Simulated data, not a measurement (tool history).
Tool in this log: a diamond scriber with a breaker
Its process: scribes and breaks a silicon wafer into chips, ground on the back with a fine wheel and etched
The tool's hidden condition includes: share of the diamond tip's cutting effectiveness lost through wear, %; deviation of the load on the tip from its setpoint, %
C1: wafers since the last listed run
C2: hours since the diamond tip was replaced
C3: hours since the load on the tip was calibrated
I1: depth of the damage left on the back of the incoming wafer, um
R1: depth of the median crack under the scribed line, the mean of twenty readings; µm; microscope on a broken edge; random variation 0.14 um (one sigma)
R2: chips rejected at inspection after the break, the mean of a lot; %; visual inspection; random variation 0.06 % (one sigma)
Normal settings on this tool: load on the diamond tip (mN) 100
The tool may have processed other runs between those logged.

{"run": 1, "hour": 0.0, "load on the diamond tip (mN)": 84, "C1": 0, "C2": 75, "C3": 330, "I1": 0.47, "R1": 6.36, "R2": 6.82}
{"run": 2, "hour": 55.6, "load on the diamond tip (mN)": 84, "C1": 195, "C2": 130.6, "C3": 385.6, "I1": 0.38, "R1": 6.04, "R2": 8.61}
{"hour": 71.6, "done": "load on the tip recalibrated"}
{"run": 3, "hour": 141.8, "load on the diamond tip (mN)": 84, "C1": 296, "C2": 216.8, "C3": 70.2, "I1": 0.41, "R1": 6.85, "R2": 4.07}
{"run": 4, "hour": 182.4, "load on the diamond tip (mN)": 110, "C1": 142, "C2": 257.4, "C3": 110.8, "I1": 0.67, "R1": 8.27, "R2": 1.22}
{"run": 5, "hour": 234.2, "load on the diamond tip (mN)": 110, "C1": 182, "C2": 309.2, "C3": 162.6, "I1": 0.79, "R1": 8.03, "R2": 1.2}
{"run": 6, "hour": 336.6, "load on the diamond tip (mN)": 100, "C1": 360, "C2": 411.6, "C3": 265, "I1": 0.45, "R1": 7.44, "R2": 1.24}
{"hour": 338.8, "done": "diamond tip replaced by a new one"}
{"run": 7, "hour": 392.3, "load on the diamond tip (mN)": 100, "C1": 188, "C2": 53.5, "C3": 320.7, "I1": 0.62, "R1": 7.39, "R2": 1.64}
{"run": 8, "hour": 431.2, "load on the diamond tip (mN)": 90, "C1": 136, "C2": 92.4, "C3": 359.6, "I1": 0.48, "R1": 6.69, "R2": 5.35}
{"hour": 437.5, "done": "load on the tip recalibrated"}
{"run": 9, "hour": 504.1, "load on the diamond tip (mN)": 100, "C1": 249, "C2": 165.3, "C3": 66.6, "I1": 0.78, "R1": 7.98, "R2": 0.81}
{"run": 10, "hour": 557.3, "load on the diamond tip (mN)": 100, "C1": 187, "C2": 218.5, "C3": 119.8, "I1": 0.79, "R1": 7.75, "R2": 0.9}
{"run": 11, "hour": 623.8, "load on the diamond tip (mN)": 100, "C1": 234, "C2": 285, "C3": 186.3, "I1": 0.43, "R1": 8, "R2": 0.83}
{"run": 12, "hour": 691.1, "load on the diamond tip (mN)": 93, "C1": 236, "C2": 352.3, "C3": 253.6, "I1": 0.76, "R1": 7.41, "R2": 2.3}
{"run": 13, "hour": 790.1, "load on the diamond tip (mN)": 100, "C1": 348, "C2": 451.3, "C3": 352.6, "I1": 0.62, "R1": 7.38, "R2": 2.02}
{"hour": 810.8, "done": "diamond tip replaced by a new one"}
{"run": 14, "hour": 842.1, "load on the diamond tip (mN)": 100, "C1": 175, "C2": 31.3, "C3": 404.6, "I1": 0.71, "R1": 6.98, "R2": 2.77}
{"hour": 862.9, "done": "load on the tip recalibrated"}
{"run": 15, "hour": 932.1, "load on the diamond tip (mN)": 124, "C1": 309, "C2": 121.3, "C3": 69.2, "I1": 0.39, "R1": 9.17, "R2": 4.49}
{"run": 16, "hour": 1034.6, "load on the diamond tip (mN)": 100, "C1": 360, "C2": 223.8, "C3": 171.7, "I1": 0.56, "R1": 7.77, "R2": 1.05}
{"run": 17, "hour": 1077.9, "load on the diamond tip (mN)": 100, "C1": 152, "C2": 267.1, "C3": 215, "I1": 0.31, "R1": 7.48, "R2": 1.12}
{"run": 18, "hour": 1177.2, "load on the diamond tip (mN)": 82, "C1": 349, "C2": 366.4, "C3": 314.3, "I1": 0.69, "R1": 6.36, "R2": 9.01}
{"hour": 1232.0, "done": "diamond tip replaced by a new one"}
{"hour": 1256.2, "done": "load on the tip recalibrated"}
{"run": 19, "hour": 1260.3, "load on the diamond tip (mN)": 100, "C1": 278, "C2": 28.3, "C3": 4.1, "I1": 0.56, "R1": 8.21, "R2": 0.88}

Run 20 comes next. What will it give?
{"run": 20, "hour": 1331.3, "load on the diamond tip (mN)": 71, "C1": 249, "C2": 99.3, "C3": 75.1, "I1": 0.56, "R1": "?", "R2": "?"}

{"run 20": {"R1": 6.04, "R2": 10.27}}
On a tool with no hidden condition, and with the same random variation, this run would have come out at R1 6.01 µm, R2 10.56 %.

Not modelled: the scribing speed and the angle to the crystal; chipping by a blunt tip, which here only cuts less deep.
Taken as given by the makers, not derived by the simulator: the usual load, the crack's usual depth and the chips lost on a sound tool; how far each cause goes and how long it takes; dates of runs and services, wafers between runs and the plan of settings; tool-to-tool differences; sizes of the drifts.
